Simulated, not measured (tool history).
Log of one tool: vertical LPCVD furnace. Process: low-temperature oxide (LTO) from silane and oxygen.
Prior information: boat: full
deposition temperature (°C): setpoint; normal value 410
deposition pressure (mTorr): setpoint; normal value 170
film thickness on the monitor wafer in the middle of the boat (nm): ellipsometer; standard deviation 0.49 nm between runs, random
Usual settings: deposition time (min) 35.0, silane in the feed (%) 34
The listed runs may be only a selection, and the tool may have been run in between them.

| run | hour | deposition temperature (°C) | deposition pressure (mTorr) | deposition time (min) | silane in the feed (%) | wafers since the last listed run | hours since the last temperature calibration | hours since the pressure gauge was zeroed | hours since the silane flow controller was replaced | hours since the gauge calibration | read-back reference wafer on the same gauge, thickness | film thickness on the monitor wafer in the middle of the boat (nm) |
|---|---|---|---|---|---|---|---|---|---|---|---|---|
| 1 | 0.0 | 410 | 170 | 35.0 | 34 | 0 | 3103.8 | 3710.2 | 4711.1 | 1844.5 | 263.93 | 229.55 |
| 2 | 62.7 | 410 | 170 | 35.0 | 34 | 950 | 3166.5 | 3772.9 | 4773.8 | 1907.2 | 264.07 | 228.50 |
| 3 | 106.5 | 410 | 170 | 35.0 | 34 | 664 | 3210.3 | 3816.7 | 4817.6 | 1951.0 | 263.97 | 229.35 |
| 4 | 192.1 | 401 | 170 | 39.5 | 34 | 1298 | 3295.9 | 3902.3 | 4903.2 | 2036.6 | 263.88 | 233.98 |
| 5 | 251.1 | 401 | 170 | 39.5 | 34 | 894 | 3354.9 | 3961.3 | 4962.2 | 2095.6 | 263.95 | 233.35 |
| 6 | 345.8 | 410 | 170 | 35.0 | 29 | 1436 | 3449.6 | 4056.0 | 5056.9 | 2190.3 | 263.86 | 183.99 |
| 7 | 639.0 | 410 | 170 | 35.0 | 29 | 4446 | 3742.8 | 4349.2 | 5350.1 | 2483.5 | 264.08 | 183.88 |
| 8 | 793.5 | 410 | 170 | 35.0 | 34 | 2343 | 3897.3 | 4503.7 | 5504.6 | 2638.0 | 264.06 | 230.19 |
|  | 856.4 | gauge calibrated |
| 9 | 859.9 | 410 | 170 | 35.0 | 34 | 1007 | 3963.7 | 4570.1 | 5571.0 | 3.5 | 264.02 | 229.69 |
|  | 945.2 | pressure gauge zeroed |
| 10 | 945.7 | 410 | 170 | 35.0 | 34 | 937 | 4049.5 | 0.5 | 5656.8 | 89.3 | 263.84 | 229.73 |
| 11 | 1013.5 | 410 | 170 | 35.0 | 34 | 1028 | 4117.3 | 68.3 | 5724.6 | 157.1 | 264.13 | 230.85 |
| 12 | 1085.1 | 410 | 170 | 35.0 | 34 | 1085 | 4188.9 | 139.9 | 5796.2 | 228.7 | 263.95 | 230.30 |
| 13 | 1158.6 | 410 | 170 | 35.0 | 34 | 1114 | 4262.4 | 213.4 | 5869.7 | 302.2 | 263.99 | 230.13 |
| 14 | 1220.6 | 412 | 170 | 35.0 | 34 | 940 | 4324.4 | 275.4 | 5931.7 | 364.2 | 263.97 | 235.57 |
| 15 | 1267.4 | 398 | 170 | 35.0 | 34 | 709 | 4371.2 | 322.2 | 5978.5 | 411.0 | 263.96 | 201.01 |
| 16 | 1321.1 | 401 | 170 | 29.5 | 34 | 814 | 4424.9 | 375.9 | 6032.2 | 464.7 | 264.15 | 176.13 |
|  | 1361.6 | silane flow controller replaced |
| 17 | 1410.2 | 407 | 140 | 35.0 | 34 | 987 | 4514.0 | 465.0 | 48.6 | 553.8 | 264.12 | 184.32 |
| 18 | 1511.9 | 401 | 170 | 39.5 | 34 | 1542 | 4615.7 | 566.7 | 150.3 | 655.5 | 263.97 | 235.60 |
| 19 | 1560.5 | 410 | 170 | 35.0 | 40 | 737 | 4664.3 | 615.3 | 198.9 | 704.1 | 264.05 | 282.01 |
| 20 | 1657.7 | 410 | 170 | 35.0 | 34 | 1474 | 4761.5 | 712.5 | 296.1 | 801.3 | 264.15 | 232.10 |
| 21 | 1704.2 | 403 | 135 | 35.0 | 34 | 705 | 4808.0 | 759.0 | 342.6 | 847.8 | 263.80 | 170.07 |
|  | 1936.0 | thermocouples replaced and temperature profile calibrated |
| 22 | 1978.2 | 398 | 130 | 35.0 | 40 | 3791 | 42.2 | 1033.0 | 616.6 | 1121.8 | 263.94 | 186.30 |
| 23 | 2074.7 | 410 | 170 | 35.0 | 34 | 1463 | 138.7 | 1129.5 | 713.1 | 1218.3 | 264.02 | 227.17 |
| 24 | 2129.8 | 410 | 200 | 44.5 | 34 | 835 | 193.8 | 1184.6 | 768.2 | 1273.4 | 264.00 | 339.15 |
| 25 | 2212.0 | 410 | 130 | 31.0 | 34 | 1246 | 276.0 | 1266.8 | 850.4 | 1355.6 | 264.10 | 154.16 |
| 26 | 2274.9 | 420 | 170 | 35.0 | 34 | 953 | 338.9 | 1329.7 | 913.3 | 1418.5 | 264.01 | 252.80 |
| 27 | 2331.5 | 405 | 210 | 46.0 | 39 | 858 | 395.5 | 1386.3 | 969.9 | 1475.1 | 264.15 | 414.40 |
| 28 | 2419.6 | 410 | 170 | 35.0 | 34 | 1336 | 483.6 | 1474.4 | 1058.0 | 1563.2 | 263.97 | 226.48 |
| 29 | 2473.4 | 410 | 205 | 35.0 | 34 | 815 | 537.4 | 1528.2 | 1111.8 | 1617.0 | 263.93 | 273.33 |

5 ways to go on from here, each from the tool as it stands after run 29. What would each give?
| A | 2478.4 | 410 | 190 | 35.0 | 34 | 75 | 542.4 | 1533.2 | 1116.8 | 1622.0 | ? | ? |
| B | 2478.4 | 410 | 135 | 27.5 | 38 | 75 | 542.4 | 1533.2 | 1116.8 | 1622.0 | ? | ? |
| C | 2478.4 | 410 | 170 | 35.0 | 38 | 75 | 542.4 | 1533.2 | 1116.8 | 1622.0 | ? | ? |
| D | 2478.4 | 402 | 170 | 35.0 | 27 | 75 | 542.4 | 1533.2 | 1116.8 | 1622.0 | ? | ? |
| E | 2478.4 | 410 | 170 | 23.0 | 34 | 75 | 542.4 | 1533.2 | 1116.8 | 1622.0 | ? | ? |

| run | read-back reference wafer on the same gauge, thickness | film thickness on the monitor wafer in the middle of the boat (nm) |
|---|---|---|
| A | 264.02 | 254.17 |
| B | 264.02 | 163.56 |
| C | 264.02 | 262.13 |
| D | 264.02 | 148.86 |
| E | 264.02 | 149.44 |
The same runs, with their run-to-run variation unchanged, on a tool lacking any hidden condition would have given:
| run | film thickness on the monitor wafer in the middle of the boat (nm) |
|---|---|
| A | 253.94 |
| B | 163.42 |
| C | 261.91 |
| D | 148.71 |
| E | 149.31 |
